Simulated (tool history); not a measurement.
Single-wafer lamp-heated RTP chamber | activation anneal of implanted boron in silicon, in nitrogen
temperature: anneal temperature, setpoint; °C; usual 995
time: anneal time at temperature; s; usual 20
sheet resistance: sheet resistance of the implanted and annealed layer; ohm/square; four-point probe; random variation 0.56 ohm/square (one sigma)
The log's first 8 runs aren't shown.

run,day,temperature,time,"read-back reference wafer on the same gauge, sheet resistance",sheet resistance
# day 23.767: pyrometer window cleaned and pyrometer calibrated
9,26.138,995,20,214.93,227.88
10,27.954,995,20,214.83,229.05
# day 29.017: reflector plate cleaned
11,29.646,978,11,214.86,235.75
12,31.296,995,20,215.07,227.84
13,34.612,1011,16,215.08,225.20
# day 35.467: gauge calibrated
14,36.833,1011,16,215.02,226.58
15,40.354,995,20,215.07,227.26
16,43.996,995,20,214.90,228.13
17,47.288,1017,13,215.01,226.01
# day 48.742: reflector plate cleaned, repeated, since the last time left the tool worse
18,50.621,1016,30,215.12,225.31
19,53.450,977,20,214.95,238.42
# day 54.912: pyrometer window cleaned and pyrometer calibrated
20,56.771,995,20,215.05,229.86
21,58.479,1024,10,215.03,225.59
22,60.375,983,26,215.01,232.63
23,63.400,995,20,214.97,229.40
24,66.058,995,20,214.97,228.71

The next listed run, before its measurement:
25,69.708,966,10,?,?

Run 25 gave read-back reference wafer on the same gauge, sheet resistance 214.96, sheet resistance 252.19 ohm/square.
Without the tool's hidden state the same run would have given sheet resistance 256.62 ohm/square.
